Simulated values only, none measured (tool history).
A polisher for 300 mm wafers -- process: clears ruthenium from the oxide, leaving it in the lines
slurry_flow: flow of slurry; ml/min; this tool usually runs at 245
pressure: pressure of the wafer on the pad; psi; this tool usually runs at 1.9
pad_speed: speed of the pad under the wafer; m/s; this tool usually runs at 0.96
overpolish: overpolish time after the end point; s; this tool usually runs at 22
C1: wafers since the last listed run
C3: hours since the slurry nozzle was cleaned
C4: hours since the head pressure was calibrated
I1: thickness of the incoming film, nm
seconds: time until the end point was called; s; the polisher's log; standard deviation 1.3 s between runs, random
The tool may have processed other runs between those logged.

{"run": 1, "hour": 0.0, "slurry_flow": 245, "pressure": 2.4, "pad_speed": 0.96, "overpolish": 22, "C1": 0, "wafers polished on this pad": 460, "C3": 71.2, "C4": 111.9, "I1": 99.9, "seconds": 88.4}
{"run": 2, "hour": 6.3, "slurry_flow": 245, "pressure": 2.4, "pad_speed": 0.96, "overpolish": 22, "C1": 48, "wafers polished on this pad": 509, "C3": 77.5, "C4": 118.2, "I1": 100, "seconds": 89.2}
{"run": 3, "hour": 22.9, "slurry_flow": 245, "pressure": 1.9, "pad_speed": 0.96, "overpolish": 22, "C1": 128, "wafers polished on this pad": 637, "C3": 94.1, "C4": 134.8, "I1": 100, "seconds": 108.4}
{"run": 4, "hour": 35.4, "slurry_flow": 245, "pressure": 1.9, "pad_speed": 1.06, "overpolish": 22, "C1": 96, "wafers polished on this pad": 734, "C3": 106.6, "C4": 147.3, "I1": 100.9, "seconds": 101}
{"hour": 54.1, "done": "worn pad replaced by a new one"}
{"run": 5, "hour": 66.5, "slurry_flow": 245, "pressure": 1.9, "pad_speed": 1.06, "overpolish": 22, "C1": 209, "wafers polished on this pad": 95, "C3": 137.7, "C4": 178.4, "I1": 100.8, "seconds": 94.7}
{"run": 6, "hour": 79.0, "slurry_flow": 245, "pressure": 1.9, "pad_speed": 1.06, "overpolish": 22, "C1": 96, "wafers polished on this pad": 192, "C3": 150.2, "C4": 190.9, "I1": 100.6, "seconds": 93.8}
{"run": 7, "hour": 94.1, "slurry_flow": 245, "pressure": 1.9, "pad_speed": 0.96, "overpolish": 22, "C1": 116, "wafers polished on this pad": 309, "C3": 165.3, "C4": 206, "I1": 101.3, "seconds": 105}
{"run": 8, "hour": 102.6, "slurry_flow": 245, "pressure": 1.9, "pad_speed": 0.96, "overpolish": 22, "C1": 65, "wafers polished on this pad": 375, "C3": 173.8, "C4": 214.5, "I1": 101.2, "seconds": 104.8}
{"run": 9, "hour": 118.9, "slurry_flow": 245, "pressure": 1.9, "pad_speed": 0.96, "overpolish": 22, "C1": 126, "wafers polished on this pad": 501, "C3": 190.1, "C4": 230.8, "I1": 100.8, "seconds": 107.3}
{"run": 10, "hour": 131.9, "slurry_flow": 245, "pressure": 1.9, "pad_speed": 0.96, "overpolish": 22, "C1": 100, "wafers polished on this pad": 601, "C3": 203.1, "C4": 243.8, "I1": 99, "seconds": 104}
{"run": 11, "hour": 141.1, "slurry_flow": 270, "pressure": 1.9, "pad_speed": 0.96, "overpolish": 22, "C1": 71, "wafers polished on this pad": 672, "C3": 212.3, "C4": 253, "I1": 99.9, "seconds": 107.7}
{"run": 12, "hour": 153.3, "slurry_flow": 270, "pressure": 1.9, "pad_speed": 0.96, "overpolish": 22, "C1": 94, "wafers polished on this pad": 767, "C3": 224.5, "C4": 265.2, "I1": 100.2, "seconds": 114.3}
{"hour": 163.0, "done": "worn pad replaced by a new one"}
{"run": 13, "hour": 170.5, "slurry_flow": 245, "pressure": 1.9, "pad_speed": 0.96, "overpolish": 22, "C1": 102, "wafers polished on this pad": 57, "C3": 241.7, "C4": 282.4, "I1": 100.3, "seconds": 102.8}
{"run": 14, "hour": 179.9, "slurry_flow": 245, "pressure": 1.9, "pad_speed": 0.96, "overpolish": 13, "C1": 72, "wafers polished on this pad": 130, "C3": 251.1, "C4": 291.8, "I1": 99, "seconds": 101.9}
{"hour": 188.2, "done": "head pressure recalibrated"}
{"run": 15, "hour": 191.9, "slurry_flow": 245, "pressure": 1.9, "pad_speed": 0.96, "overpolish": 22, "C1": 77, "wafers polished on this pad": 207, "C3": 263.1, "C4": 3.7, "I1": 98.4, "seconds": 99.2}
{"run": 16, "hour": 199.3, "slurry_flow": 245, "pressure": 1.9, "pad_speed": 0.96, "overpolish": 22, "C1": 57, "wafers polished on this pad": 265, "C3": 270.5, "C4": 11.1, "I1": 100.5, "seconds": 103.7}
{"run": 17, "hour": 212.0, "slurry_flow": 245, "pressure": 1.9, "pad_speed": 0.96, "overpolish": 22, "C1": 98, "wafers polished on this pad": 363, "C3": 283.2, "C4": 23.8, "I1": 101.7, "seconds": 107}
{"run": 18, "hour": 228.3, "slurry_flow": 280, "pressure": 1.9, "pad_speed": 1.08, "overpolish": 22, "C1": 126, "wafers polished on this pad": 489, "C3": 299.5, "C4": 40.1, "I1": 99.9, "seconds": 93.2}
{"run": 19, "hour": 234.5, "slurry_flow": 245, "pressure": 1.9, "pad_speed": 0.96, "overpolish": 22, "C1": 47, "wafers polished on this pad": 537, "C3": 305.7, "C4": 46.3, "I1": 100.1, "seconds": 105.7}
{"run": 20, "hour": 244.3, "slurry_flow": 245, "pressure": 1.9, "pad_speed": 0.96, "overpolish": 22, "C1": 75, "wafers polished on this pad": 612, "C3": 315.5, "C4": 56.1, "I1": 101.2, "seconds": 110}
{"run": 21, "hour": 250.8, "slurry_flow": 245, "pressure": 1.9, "pad_speed": 0.96, "overpolish": 22, "C1": 50, "wafers polished on this pad": 663, "C3": 322, "C4": 62.6, "I1": 99.3, "seconds": 109.8}
{"hour": 266.7, "done": "slurry nozzle cleaned"}
{"hour": 275.0, "done": "worn pad replaced by a new one"}
{"run": 22, "hour": 297.3, "slurry_flow": 245, "pressure": 1.9, "pad_speed": 0.96, "overpolish": 22, "C1": 320, "wafers polished on this pad": 172, "C3": 30.6, "C4": 109.1, "I1": 100.5, "seconds": 107.1}
{"run": 23, "hour": 305.8, "slurry_flow": 310, "pressure": 1.9, "pad_speed": 0.96, "overpolish": 26, "C1": 65, "wafers polished on this pad": 237, "C3": 39.1, "C4": 117.6, "I1": 99.2, "seconds": 99.3}
{"run": 24, "hour": 314.8, "slurry_flow": 245, "pressure": 1.9, "pad_speed": 0.96, "overpolish": 22, "C1": 69, "wafers polished on this pad": 307, "C3": 48.1, "C4": 126.6, "I1": 99.4, "seconds": 102.7}
{"run": 25, "hour": 327.5, "slurry_flow": 245, "pressure": 1.9, "pad_speed": 0.96, "overpolish": 18, "C1": 98, "wafers polished on this pad": 405, "C3": 60.8, "C4": 139.3, "I1": 101.3, "seconds": 104.4}
{"run": 26, "hour": 343.3, "slurry_flow": 245, "pressure": 1.9, "pad_speed": 1.14, "overpolish": 22, "C1": 122, "wafers polished on this pad": 527, "C3": 76.6, "C4": 155.1, "I1": 99.2, "seconds": 86.9}
{"run": 27, "hour": 357.0, "slurry_flow": 245, "pressure": 1.9, "pad_speed": 0.96, "overpolish": 22, "C1": 105, "wafers polished on this pad": 633, "C3": 90.3, "C4": 168.8, "I1": 100.6, "seconds": 109.7}
{"run": 28, "hour": 374.7, "slurry_flow": 285, "pressure": 1.9, "pad_speed": 0.96, "overpolish": 17, "C1": 136, "wafers polished on this pad": 770, "C3": 108, "C4": 186.5, "I1": 100.4, "seconds": 110.9}
{"hour": 392.1, "done": "worn pad replaced by a new one"}
{"run": 29, "hour": 392.6, "slurry_flow": 245, "pressure": 1.9, "pad_speed": 0.96, "overpolish": 16, "C1": 107, "wafers polished on this pad": 3, "C3": 125.9, "C4": 204.4, "I1": 99.1, "seconds": 101.8}
{"run": 30, "hour": 405.2, "slurry_flow": 280, "pressure": 1.3, "pad_speed": 0.96, "overpolish": 22, "C1": 97, "wafers polished on this pad": 101, "C3": 138.5, "C4": 217, "I1": 98.8, "seconds": 137.8}
{"run": 31, "hour": 418.5, "slurry_flow": 330, "pressure": 1.7, "pad_speed": 0.72, "overpolish": 34, "C1": 102, "wafers polished on this pad": 204, "C3": 151.8, "C4": 230.3, "I1": 98.9, "seconds": 146.9}
{"run": 32, "hour": 433.9, "slurry_flow": 245, "pressure": 1.5, "pad_speed": 1.28, "overpolish": 22, "C1": 119, "wafers polished on this pad": 323, "C3": 167.2, "C4": 245.7, "I1": 99.3, "seconds": 94.1}
{"run": 33, "hour": 444.3, "slurry_flow": 245, "pressure": 1.9, "pad_speed": 0.96, "overpolish": 22, "C1": 80, "wafers polished on this pad": 403, "C3": 177.6, "C4": 256.1, "I1": 100.6, "seconds": 106.7}
{"run": 34, "hour": 494.8, "slurry_flow": 280, "pressure": 1.9, "pad_speed": 0.96, "overpolish": 33, "C1": 390, "wafers polished on this pad": 794, "C3": 228.1, "C4": 306.6, "I1": 101.6, "seconds": 112.6}
{"hour": 503.9, "done": "worn pad replaced by a new one"}
{"run": 35, "hour": 510.6, "slurry_flow": 245, "pressure": 2.5, "pad_speed": 0.96, "overpolish": 27, "C1": 91, "wafers polished on this pad": 51, "C3": 243.9, "C4": 322.4, "I1": 99.5, "seconds": 79.8}
{"hour": 516.7, "done": "head pressure recalibrated"}
{"run": 36, "hour": 522.8, "slurry_flow": 245, "pressure": 1.9, "pad_speed": 0.96, "overpolish": 22, "C1": 78, "wafers polished on this pad": 130, "C3": 256.1, "C4": 6.1, "I1": 101.4, "seconds": 105.6}

Consider 5 possible next runs. They are alternatives, not a sequence: every one starts from the tool as it was left by run 36. What does each give?
{"run": "A", "hour": 523.3, "slurry_flow": 245, "pressure": 1.9, "pad_speed": 0.96, "overpolish": 22, "C1": 3, "wafers polished on this pad": 134, "C3": 256.6, "C4": 6.6, "I1": 99.8, "seconds": "?"}
{"run": "B", "hour": 523.3, "slurry_flow": 245, "pressure": 1.3, "pad_speed": 0.96, "overpolish": 22, "C1": 3, "wafers polished on this pad": 134, "C3": 256.6, "C4": 6.6, "I1": 99.8, "seconds": "?"}
{"run": "C", "hour": 523.3, "slurry_flow": 170, "pressure": 1.9, "pad_speed": 0.96, "overpolish": 22, "C1": 3, "wafers polished on this pad": 134, "C3": 256.6, "C4": 6.6, "I1": 99.8, "seconds": "?"}
{"run": "D", "hour": 523.3, "slurry_flow": 245, "pressure": 2.1, "pad_speed": 0.96, "overpolish": 22, "C1": 3, "wafers polished on this pad": 134, "C3": 256.6, "C4": 6.6, "I1": 99.8, "seconds": "?"}
{"run": "E", "hour": 523.3, "slurry_flow": 245, "pressure": 2.2, "pad_speed": 1.26, "overpolish": 27, "C1": 3, "wafers polished on this pad": 134, "C3": 256.6, "C4": 6.6, "I1": 99.8, "seconds": "?"}

run=A seconds=104.9
run=B seconds=143.3
run=C seconds=110.2
run=D seconds=96.3
run=E seconds=70.5
With the hidden condition removed and each run's random variation left untouched, the same runs would have given:
run=A seconds=103.1
run=B seconds=140.9
run=C seconds=108.3
run=D seconds=94.7
run=E seconds=69.3
